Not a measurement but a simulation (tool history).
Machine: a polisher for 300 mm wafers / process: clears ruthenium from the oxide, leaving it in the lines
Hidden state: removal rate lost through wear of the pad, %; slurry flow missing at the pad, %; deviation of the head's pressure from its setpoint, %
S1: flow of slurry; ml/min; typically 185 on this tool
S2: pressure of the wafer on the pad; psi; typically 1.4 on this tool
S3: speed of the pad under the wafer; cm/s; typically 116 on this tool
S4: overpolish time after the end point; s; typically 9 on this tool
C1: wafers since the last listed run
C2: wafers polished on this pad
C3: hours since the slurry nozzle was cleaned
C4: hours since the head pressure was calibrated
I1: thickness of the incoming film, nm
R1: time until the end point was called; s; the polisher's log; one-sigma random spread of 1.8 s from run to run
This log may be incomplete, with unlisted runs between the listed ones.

| run | hour | S1 | S2 | S3 | S4 | C1 | C2 | C3 | C4 | I1 | R1 |
|---|---|---|---|---|---|---|---|---|---|---|---|
| 1 | 0.0 | 185 | 1.4 | 116 | 12 | 0 | 1199 | 166.5 | 464.3 | 145.0 | 184.9 |
|  | 41.0 | worn pad replaced by a new one |
| 2 | 45.6 | 185 | 1.4 | 116 | 9 | 211 | 23 | 212.1 | 509.9 | 144.0 | 172.2 |
|  | 110.7 | slurry nozzle cleaned |
| 3 | 153.1 | 185 | 1.4 | 116 | 9 | 540 | 563 | 42.4 | 617.4 | 146.6 | 182.1 |
| 4 | 208.6 | 185 | 1.4 | 116 | 9 | 281 | 845 | 97.9 | 672.9 | 143.7 | 181.1 |
| 5 | 302.3 | 185 | 1.4 | 116 | 13 | 475 | 1320 | 191.6 | 766.6 | 145.9 | 188.1 |
|  | 333.3 | worn pad replaced by a new one |
| 6 | 344.9 | 185 | 1.4 | 116 | 9 | 195 | 58 | 234.2 | 809.2 | 146.5 | 194.8 |
| 7 | 421.2 | 185 | 1.4 | 116 | 9 | 387 | 445 | 310.5 | 885.5 | 144.5 | 198.7 |
|  | 442.2 | slurry nozzle cleaned |
| 8 | 493.4 | 120 | 1.4 | 96 | 7 | 361 | 806 | 51.2 | 957.7 | 147.0 | 264.3 |
|  | 503.9 | worn pad replaced by a new one, repeated, since the last time left the tool worse |
|  | 549.5 | head pressure recalibrated |
| 9 | 558.1 | 160 | 1.2 | 76 | 7 | 297 | 264 | 115.9 | 8.6 | 145.0 | 308.8 |
| 10 | 665.7 | 185 | 1.4 | 84 | 9 | 545 | 810 | 223.5 | 116.2 | 145.8 | 246.1 |
| 11 | 709.6 | 185 | 1.4 | 116 | 9 | 222 | 1033 | 267.4 | 160.1 | 145.1 | 181.9 |
|  | 736.8 | slurry nozzle cleaned |
|  | 782.1 | worn pad replaced by a new one |
| 12 | 796.7 | 185 | 1.1 | 116 | 6 | 416 | 73 | 59.9 | 247.2 | 146.1 | 221.1 |
| 13 | 848.5 | 185 | 1.4 | 116 | 11 | 262 | 336 | 111.7 | 299.0 | 147.1 | 180.6 |
| 14 | 951.5 | 185 | 1.2 | 98 | 9 | 522 | 859 | 214.7 | 402.0 | 144.6 | 250.8 |

5 options for the next run, each taken on its own from the tool as it stands now. Forecast them:
| A | 952.0 | 185 | 1.4 | 116 | 9 | 2 | 861 | 215.2 | 402.5 | 145.9 | ? |
| B | 952.0 | 185 | 1.1 | 94 | 9 | 2 | 861 | 215.2 | 402.5 | 145.9 | ? |
| C | 952.0 | 185 | 1.2 | 94 | 8 | 2 | 861 | 215.2 | 402.5 | 145.9 | ? |
| D | 952.0 | 185 | 1.4 | 150 | 9 | 2 | 861 | 215.2 | 402.5 | 145.9 | ? |
| E | 952.0 | 185 | 1.4 | 116 | 5 | 2 | 861 | 215.2 | 402.5 | 145.9 | ? |

| run | R1 |
|---|---|
| A | 182.7 |
| B | 284.7 |
| C | 261.0 |
| D | 142.4 |
| E | 182.7 |
Take away the tool's hidden state, keep each run's random variation, and the runs would have read:
| run | R1 |
|---|---|
| A | 174.1 |
| B | 271.3 |
| C | 248.7 |
| D | 135.7 |
| E | 174.1 |

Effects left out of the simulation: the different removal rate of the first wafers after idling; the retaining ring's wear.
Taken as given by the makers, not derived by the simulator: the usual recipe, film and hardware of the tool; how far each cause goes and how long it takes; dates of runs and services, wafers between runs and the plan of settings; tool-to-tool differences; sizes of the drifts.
